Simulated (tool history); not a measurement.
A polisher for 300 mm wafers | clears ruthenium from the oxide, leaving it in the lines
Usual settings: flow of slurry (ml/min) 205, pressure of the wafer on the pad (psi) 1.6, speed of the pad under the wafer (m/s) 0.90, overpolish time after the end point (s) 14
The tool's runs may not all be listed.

run	hour	flow of slurry (ml/min)	pressure of the wafer on the pad (psi)	speed of the pad under the wafer (m/s)	overpolish time after the end point (s)	incoming thickness of the incoming film, nm	time until the end point was called (s)
1	0.0	205	1.6	0.90	14	81.1	113.9
2	72.0	205	1.6	0.90	19	80.1	118.4
3	123.3	205	1.6	0.90	14	81.0	118.8
# hour 154.9: head pressure recalibrated
4	171.6	205	1.6	0.90	14	79.9	118.4
# hour 175.2: slurry nozzle cleaned
5	242.3	205	1.6	0.72	14	79.7	156.4
# hour 273.6: worn pad replaced by a new one
6	461.4	205	1.6	0.72	14	81.0	156.1
7	529.0	205	1.6	0.72	14	80.3	154.7
# hour 563.0: worn pad replaced by a new one
8	617.9	205	1.6	0.90	9	79.7	112.9
9	717.1	205	1.6	0.90	9	80.0	117.2
10	784.5	205	1.6	0.90	14	80.8	120.7
# hour 809.1: head pressure recalibrated
11	867.8	205	1.6	0.90	14	79.8	129.5
# hour 901.5: worn pad replaced by a new one
12	919.7	225	1.6	0.90	14	80.9	119.7
# hour 933.6: slurry nozzle cleaned
13	978.6	260	1.1	0.90	14	79.6	162.0
14	1046.0	205	1.6	0.72	14	79.1	141.4
15	1108.0	225	2.1	1.18	7	80.7	68.8
16	1193.6	270	1.6	0.64	14	79.3	177.3
17	1246.8	205	1.6	1.18	14	81.6	103.5
# hour 1266.8: worn pad replaced by a new one
18	1316.9	205	1.6	1.04	7	79.4	102.0
19	1398.4	255	1.6	1.14	14	80.6	90.2
# hour 1469.2: head pressure recalibrated
20	1492.5	205	1.6	1.00	12	78.9	105.0
21	1597.3	245	1.6	0.90	14	79.7	128.4

Measured less the same run without the tool's hidden state. The same run-to-run variation is in both; the gauge's scatter may not be:
The hidden state here: removal rate lost through wear of the pad, %; slurry flow missing at the pad, %; deviation of the head's pressure from its setpoint, %.
run	time until the end point was called (s)
1	+0.6
2	+2.5
3	+4.8
4	+7.5
5	+16.8
6	+7.5
7	+12.9
8	+0.7
9	+3.6
10	+7.3
11	+14.5
12	+1.4
13	+2.9
14	+5.0
15	+4.2
16	+19.7
17	+15.7
18	+1.5
19	+2.9
20	+7.5
21	+18.0

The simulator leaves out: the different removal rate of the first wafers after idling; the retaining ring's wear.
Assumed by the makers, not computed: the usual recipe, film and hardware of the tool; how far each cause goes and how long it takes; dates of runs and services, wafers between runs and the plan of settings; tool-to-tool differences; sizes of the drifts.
